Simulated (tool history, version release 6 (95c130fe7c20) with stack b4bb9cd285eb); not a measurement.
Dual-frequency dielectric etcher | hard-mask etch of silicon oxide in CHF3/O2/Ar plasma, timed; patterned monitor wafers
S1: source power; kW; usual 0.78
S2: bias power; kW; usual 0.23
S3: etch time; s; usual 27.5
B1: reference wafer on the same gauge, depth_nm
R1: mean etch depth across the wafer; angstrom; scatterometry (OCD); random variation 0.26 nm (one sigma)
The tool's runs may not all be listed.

| run | hour | S1 | S2 | S3 | B1 | R1 |
|---|---|---|---|---|---|---|
| 1 | 0 | 0.91 | 0.23 | 24.5 | 64.6 | 580 |
| 2 | 29.4 | 0.91 | 0.23 | 24.5 | 64.8 | 583 |
| 3 | 59.1 | 0.91 | 0.23 | 24.5 | 64.6 | 583 |
| 4 | 74.5 | 0.73 | 0.23 | 27.5 | 64.6 | 595 |
| 5 | 96.3 | 0.73 | 0.23 | 27.5 | 64.7 | 597 |
| 6 | 119.3 | 0.73 | 0.23 | 27.5 | 64.7 | 597 |
| 7 | 147.9 | 0.73 | 0.244 | 27.5 | 64.6 | 604 |
| 8 | 171.8 | 0.73 | 0.244 | 27.5 | 64.6 | 601 |
|  | 215.5 | wet clean of the chamber |
| 9 | 216 | 0.73 | 0.244 | 27.5 | 64.6 | 669 |
| 10 | 233.5 | 0.85 | 0.23 | 27.5 | 64.6 | 701 |
| 11 | 253.8 | 0.85 | 0.23 | 27.5 | 64.6 | 699 |
| 12 | 273.7 | 0.78 | 0.23 | 23.5 | 64.5 | 575 |
| 13 | 287.3 | 0.63 | 0.23 | 27.5 | 64.5 | 627 |
|  | 305.2 | bias power generator calibrated |
| 14 | 310.9 | 0.63 | 0.23 | 27.5 | 64.6 | 617 |
| 15 | 338.4 | 0.78 | 0.23 | 27.5 | 64.8 | 672 |
| 16 | 363.7 | 0.84 | 0.245 | 22.5 | 64.7 | 574 |
|  | 398.9 | wet clean of the chamber, repeated, since the last time left the tool worse |
| 17 | 399.4 | 0.78 | 0.23 | 25 | 64.5 | 575 |
| 18 | 403.2 | 0.68 | 0.26 | 34.5 | 64.5 | 783 |
|  | 422.6 | gauge calibrated |
| 19 | 437.8 | 0.93 | 0.26 | 21 | 64.5 | 536 |
| 20 | 474.7 | 0.84 | 0.206 | 27.5 | 64.6 | 631 |
| 21 | 500.5 | 0.78 | 0.23 | 27.5 | 64.5 | 631 |
| 22 | 515.4 | 0.89 | 0.205 | 34.5 | 64.7 | 808 |
|  | 542.3 | source power generator calibrated |
|  | 558 | upper electrode replaced |
| 23 | 558.5 | 0.88 | 0.257 | 29.5 | 64.5 | 729 |
| 24 | 572.2 | 0.78 | 0.23 | 27.5 | 64.5 | 629 |
| 25 | 587.5 | 0.78 | 0.23 | 30 | 64.6 | 682 |
| 26 | 603.9 | 0.62 | 0.23 | 27.5 | 64.6 | 573 |
| 27 | 619.7 | 0.78 | 0.23 | 27.5 | 64.6 | 627 |
| 28 | 655 | 0.93 | 0.192 | 29.5 | 64.5 | 682 |
| 29 | 690.2 | 0.78 | 0.23 | 27.5 | 64.6 | 620 |
| 30 | 724.7 | 0.98 | 0.189 | 27.5 | 64.6 | 649 |

4 ways to go on from here, each from the tool as it stands after run 30. What would each give?
| A | 725.1 | 0.78 | 0.23 | 35 | ? | ? |
| B | 725.1 | 0.64 | 0.19 | 31.5 | ? | ? |
| C | 725.1 | 0.92 | 0.179 | 30 | ? | ? |
| D | 725.1 | 0.61 | 0.21 | 35.5 | ? | ? |

| run | B1 | R1 |
|---|---|---|
| A | 64.7 | 791 |
| B | 64.7 | 625 |
| C | 64.7 | 676 |
| D | 64.7 | 710 |
Without the tool's hidden state the same runs would have given:
| run | R1 |
|---|---|
| A | 806 |
| B | 637 |
| C | 689 |
| D | 724 |
